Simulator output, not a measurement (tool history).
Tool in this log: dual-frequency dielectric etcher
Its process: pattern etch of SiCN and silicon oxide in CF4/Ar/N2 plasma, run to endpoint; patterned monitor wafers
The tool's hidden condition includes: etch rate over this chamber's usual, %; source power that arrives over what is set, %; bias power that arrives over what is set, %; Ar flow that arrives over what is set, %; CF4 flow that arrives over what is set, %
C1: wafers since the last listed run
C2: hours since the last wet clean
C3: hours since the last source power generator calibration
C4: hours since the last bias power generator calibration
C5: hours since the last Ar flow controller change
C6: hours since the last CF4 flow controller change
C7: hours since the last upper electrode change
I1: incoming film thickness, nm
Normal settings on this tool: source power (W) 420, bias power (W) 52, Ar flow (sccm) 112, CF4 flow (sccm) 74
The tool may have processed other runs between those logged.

Run 1, hour 0.0: usual settings; C1 0; C2 258.0; C3 3427.3; C4 1997.6; C5 944.8; C6 5541.2; C7 1185.0; I1 15.65. Result: endpoint time (s) 20.8.
Run 2, hour 87.6: usual settings; C1 1218; C2 345.6; C3 3514.9; C4 2085.2; C5 1032.4; C6 5628.8; C7 1272.6; I1 15.61. Result: endpoint time (s) 20.5.
Run 3, hour 172.1: usual settings; C1 1174; C2 430.1; C3 3599.4; C4 2169.7; C5 1116.9; C6 5713.3; C7 1357.1; I1 15.65. Result: endpoint time (s) 20.7.
Run 4, hour 253.8: usual settings; C1 1136; C2 511.8; C3 3681.1; C4 2251.4; C5 1198.6; C6 5795.0; C7 1438.8; I1 15.64. Result: endpoint time (s) 20.4.
Run 5, hour 351.4: usual settings; C1 1357; C2 609.4; C3 3778.7; C4 2349.0; C5 1296.2; C6 5892.6; C7 1536.4; I1 15.72. Result: endpoint time (s) 20.6.
At hour 420.1: CF4 flow controller replaced.
At hour 469.5: wet clean of the chamber.
Run 6, hour 470.0: usual settings; C1 1231; C2 0.5; C3 3897.3; C4 2467.6; C5 1414.8; C6 49.9; C7 1655.0; I1 15.71. Result: endpoint time (s) 20.8.
At hour 532.8: source power generator calibrated.
Run 7, hour 553.0: usual settings; C1 1098; C2 83.5; C3 20.2; C4 2550.6; C5 1497.8; C6 132.9; C7 1738.0; I1 15.72. Result: endpoint time (s) 20.6.
At hour 583.6: bias power generator calibrated.
Run 8, hour 647.9: usual settings but source power (W) 500, bias power (W) 44, Ar flow (sccm) 86, CF4 flow (sccm) 57; C1 1263; C2 178.4; C3 115.1; C4 64.3; C5 1592.7; C6 227.8; C7 1832.9; I1 15.57. Result: endpoint time (s) 17.8.
Run 9, hour 702.0: usual settings but source power (W) 380, bias power (W) 46, Ar flow (sccm) 138, CF4 flow (sccm) 86; C1 752; C2 232.5; C3 169.2; C4 118.4; C5 1646.8; C6 281.9; C7 1887.0; I1 15.63. Result: endpoint time (s) 23.7.
Run 10, hour 768.5: usual settings but source power (W) 380; C1 924; C2 299.0; C3 235.7; C4 184.9; C5 1713.3; C6 348.4; C7 1953.5; I1 15.81. Result: endpoint time (s) 23.6.
Run 11, hour 868.3: usual settings but source power (W) 460, Ar flow (sccm) 136, CF4 flow (sccm) 69; C1 1387; C2 398.8; C3 335.5; C4 284.7; C5 1813.1; C6 448.2; C7 2053.3; I1 15.85. Result: endpoint time (s) 19.5.
Run 12, hour 963.1: usual settings; C1 1318; C2 493.6; C3 430.3; C4 379.5; C5 1907.9; C6 543.0; C7 2148.1; I1 15.67. Result: endpoint time (s) 20.8.
At hour 1019.8: wet clean of the chamber.
Run 13, hour 1057.2: usual settings but source power (W) 490, bias power (W) 62, Ar flow (sccm) 87; C1 974; C2 37.4; C3 524.4; C4 473.6; C5 2002.0; C6 637.1; C7 2242.2; I1 15.64. Result: endpoint time (s) 16.2.
Run 14, hour 1160.4: usual settings but source power (W) 330, bias power (W) 40, CF4 flow (sccm) 84; C1 1434; C2 140.6; C3 627.6; C4 576.8; C5 2105.2; C6 740.3; C7 2345.4; I1 15.71. Result: endpoint time (s) 28.8.
At hour 1177.7: Ar flow controller replaced.
Run 15, hour 1267.1: usual settings but bias power (W) 40, Ar flow (sccm) 136, CF4 flow (sccm) 80; C1 1400; C2 247.3; C3 734.3; C4 683.5; C5 89.4; C6 847.0; C7 2452.1; I1 15.55. Result: endpoint time (s) 21.9.
At hour 1394.3: upper electrode replaced.
Run 16, hour 1394.8: usual settings but source power (W) 470, bias power (W) 40, CF4 flow (sccm) 65; C1 1441; C2 375.0; C3 862.0; C4 811.2; C5 217.1; C6 974.7; C7 0.5; I1 15.88. Result: endpoint time (s) 20.3.
Run 17, hour 1462.6: usual settings but Ar flow (sccm) 92, CF4 flow (sccm) 81; C1 942; C2 442.8; C3 929.8; C4 879.0; C5 284.9; C6 1042.5; C7 68.3; I1 15.74. Result: endpoint time (s) 19.9.
Run 18, hour 1518.3: usual settings but source power (W) 360; C1 774; C2 498.5; C3 985.5; C4 934.7; C5 340.6; C6 1098.2; C7 124.0; I1 15.80. Result: endpoint time (s) 24.7.
At hour 1614.7: wet clean of the chamber.
Run 19, hour 1764.6: usual settings; C1 3091; C2 149.9; C3 1231.8; C4 1181.0; C5 586.9; C6 1344.5; C7 370.3; I1 15.68. Result: endpoint time (s) 20.5.
Run 20, hour 1813.7: usual settings but source power (W) 480; C1 682; C2 199.0; C3 1280.9; C4 1230.1; C5 636.0; C6 1393.6; C7 419.4; I1 15.75. Result: endpoint time (s) 18.0.
Run 21, hour 1850.0: usual settings but source power (W) 350, bias power (W) 47, Ar flow (sccm) 120, CF4 flow (sccm) 88; C1 504; C2 235.3; C3 1317.2; C4 1266.4; C5 672.3; C6 1429.9; C7 455.7; I1 15.76. Result: endpoint time (s) 25.8.
Run 22, hour 1957.0: usual settings but Ar flow (sccm) 129; C1 1487; C2 342.3; C3 1424.2; C4 1373.4; C5 779.3; C6 1536.9; C7 562.7; I1 15.61. Result: endpoint time (s) 21.0.
Run 23, hour 2005.1: usual settings but source power (W) 490, Ar flow (sccm) 129; C1 668; C2 390.4; C3 1472.3; C4 1421.5; C5 827.4; C6 1585.0; C7 610.8; I1 15.64. Result: endpoint time (s) 17.3.
Run 24, hour 2070.9: usual settings but CF4 flow (sccm) 69; C1 914; C2 456.2; C3 1538.1; C4 1487.3; C5 893.2; C6 1650.8; C7 676.6; I1 15.83. Result: endpoint time (s) 21.2.
At hour 2165.1: wet clean of the chamber.
Run 25, hour 2165.6: usual settings; C1 983; C2 0.5; C3 1632.8; C4 1582.0; C5 987.9; C6 1745.5; C7 771.3; I1 15.77. Result: endpoint time (s) 20.7.

For each run, what was the tool's unlogged condition?
etch rate over this chamber's usual, %: 0 in every run
source power that arrives over what is set, %: 0 in every run
bias power that arrives over what is set, %: 0 in every run
Ar flow that arrives over what is set, %: 0 in every run
CF4 flow that arrives over what is set, %: 0 in every run
